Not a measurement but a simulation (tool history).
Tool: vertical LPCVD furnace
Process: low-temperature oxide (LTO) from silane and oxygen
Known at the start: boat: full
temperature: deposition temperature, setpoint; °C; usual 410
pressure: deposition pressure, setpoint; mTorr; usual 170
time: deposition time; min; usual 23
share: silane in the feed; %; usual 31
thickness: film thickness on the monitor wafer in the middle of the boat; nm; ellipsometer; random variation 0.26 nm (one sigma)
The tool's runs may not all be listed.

run	day	temperature	pressure	time	share	read-back reference wafer on the same gauge, thickness	thickness
1	0	410	170	20.5	31	110.12	105.71
# day 6.408: gauge calibrated
2	10.383	417	170	23	31	110.09	127.97
3	12.688	417	170	23	31	110	127.81
4	14.658	417	170	23	31	109.9	127.31
5	18.558	410	170	23	31	110.09	117.6
6	21.65	410	170	23	31	110.08	117.57
7	25.379	410	170	23	31	109.96	117.84
8	29.667	410	170	27.5	31	109.93	140.22
9	32.292	410	170	27.5	31	109.91	140.91
10	35.146	403	170	23	29	109.94	98.27
# day 39.554: pressure gauge zeroed
11	39.95	403	170	23	29	109.97	97.63
12	42.6	403	170	23	29	109.99	97.75
# day 44.496: thermocouples replaced and temperature profile calibrated
13	46.225	410	170	23	31	110.07	116.74
14	49.679	410	170	23	31	110.05	116.89
15	52.462	403	135	23	31	110.08	85.36
16	54.838	401	185	15	31	109.98	74.07
17	60.562	410	170	23	31	109.98	116.13
18	62.638	419	150	23	35	110.08	134.35
19	64.608	410	170	23	31	109.88	116.44
# day 66.1: gauge calibrated
20	66.446	410	170	23	31	110	116.09
# day 68.233: silane flow controller replaced
21	68.721	403	155	27.5	36	109.96	150.31
22	71	410	155	23	26	110.04	85.8
23	73.762	404	205	23	36	109.94	168.29
24	76.179	410	155	19	31	110.1	91.33
25	78.321	403	155	27.5	36	109.92	149.66
26	80.979	410	170	23	31	109.98	121.04
27	85.333	415	170	23	31	110.07	128.18
28	88.217	406	150	23	33	110.02	111.45
29	92.288	404	145	18.5	26	110.02	59.7

What the log doesn't show, run by run:
true tube temperature minus thermocouple reading, K: 0 in every run
true pressure minus gauge reading, mTorr: 0 in every run
gauge reads high (%): 0 in every run
H1: deviation of the silane flow from its setpoint, %
run	H1
1	-2.82
2	-3.13
3	-3.2
4	-3.26
5	-3.38
6	-3.47
7	-3.58
8	-3.71
9	-3.79
10	-3.87
11	-4.02
12	-4.1
13	-4.21
14	-4.31
15	-4.4
16	-4.47
17	-4.64
18	-4.7
19	-4.76
20	-4.82
21	0.0294
22	-0.0391
23	-0.122
24	-0.195
25	-0.259
26	-0.339
27	-0.47
28	-0.557
29	-0.679

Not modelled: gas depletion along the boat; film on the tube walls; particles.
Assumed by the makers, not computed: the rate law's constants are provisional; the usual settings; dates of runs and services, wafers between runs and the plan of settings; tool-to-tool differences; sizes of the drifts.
